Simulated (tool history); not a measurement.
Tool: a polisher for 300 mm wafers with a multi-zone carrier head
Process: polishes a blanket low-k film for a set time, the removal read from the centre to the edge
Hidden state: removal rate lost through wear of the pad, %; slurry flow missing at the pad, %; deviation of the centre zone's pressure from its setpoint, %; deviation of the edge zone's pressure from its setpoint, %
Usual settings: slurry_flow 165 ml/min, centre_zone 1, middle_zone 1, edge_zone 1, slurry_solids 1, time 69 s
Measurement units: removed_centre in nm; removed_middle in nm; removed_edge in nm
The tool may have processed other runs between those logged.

run	hour	slurry_flow	centre_zone	middle_zone	edge_zone	slurry_solids	time	wafers since the last listed run	wafers polished on this pad	hours since the slurry nozzle was cleaned	hours since the centre zone pressure was calibrated	hours since the edge zone pressure was calibrated	hours since the carrier head's membrane was replaced	incoming thickness of the incoming film, nm	removed_centre	removed_middle	removed_edge
1	0	165	1	0.97	1	1	69	0	539	0.5	695.2	135	750.2	660.3	35.5	36.6	36.7
# hour 26.8: carrier head's membrane replaced by a new one
2	69.3	165	1	0.97	1	1	69	394	934	69.8	764.5	204.3	42.5	671	35.5	36.5	35.3
3	124	165	1	1	1	1	69	335	1270	124.5	819.2	259	97.2	653.6	35.7	37.3	35.6
# hour 169.2: worn pad replaced by a new one
4	190.7	165	1	1	1	1	69	385	132	191.2	885.9	325.7	163.9	674	36	37.8	35.6
5	234	165	1	1	1	1	69	265	398	234.5	929.2	369	207.2	661.1	35.9	36.9	34.7
6	288.5	165	1	1	1	1.1	69	334	732	289	983.7	423.5	261.7	664.2	37.9	39.1	37.4
# hour 299.3: slurry nozzle cleaned
7	339.8	165	1	1	1	1	61	308	1041	40.5	1035	474.8	313	656.4	31.6	32.3	31.1
# hour 392.9: worn pad replaced by a new one
8	404.8	165	1	1	1	1	61	374	73	105.5	1100	539.8	378	669.6	31.8	32.6	32
9	457.1	165	1	1	1	1	69	321	394	157.8	1152.3	592.1	430.3	660.6	35.9	37.3	35.5
# hour 471: edge zone pressure recalibrated
10	509.7	165	1	1	1	1	69	310	705	210.4	1204.9	38.7	482.9	665.8	35.4	36.4	35.9
11	561	165	1	1	1	1	61	315	1020	261.7	1256.2	90	534.2	653.6	31.5	32.7	31.5
# hour 632: worn pad replaced by a new one
12	632.5	165	1	1	1	1	61	414	3	333.2	1327.7	161.5	605.7	673.1	31.7	32.6	32.1
# hour 641.6: centre zone pressure recalibrated
13	661.4	165	1	1.05	1	0.9	69	165	168	362.1	19.8	190.4	634.6	660.3	33	34.6	32.6
# hour 676.3: slurry nozzle cleaned
14	697	200	1	1	1	1	69	212	380	20.7	55.4	226	670.2	658.9	36.7	38	36.9

For run 15, what comes out?
15	738.4	165	1	1	1	1	69	254	635	62.1	96.8	267.4	711.6	656.7	?	?	?

{"run 15": {"removed_centre": 35.7, "removed_middle": 37.3, "removed_edge": 34.9}}
Without the tool's hidden state the same run would have given removed_centre 35.7 nm, removed_middle 37.3 nm, removed_edge 34.9 nm.

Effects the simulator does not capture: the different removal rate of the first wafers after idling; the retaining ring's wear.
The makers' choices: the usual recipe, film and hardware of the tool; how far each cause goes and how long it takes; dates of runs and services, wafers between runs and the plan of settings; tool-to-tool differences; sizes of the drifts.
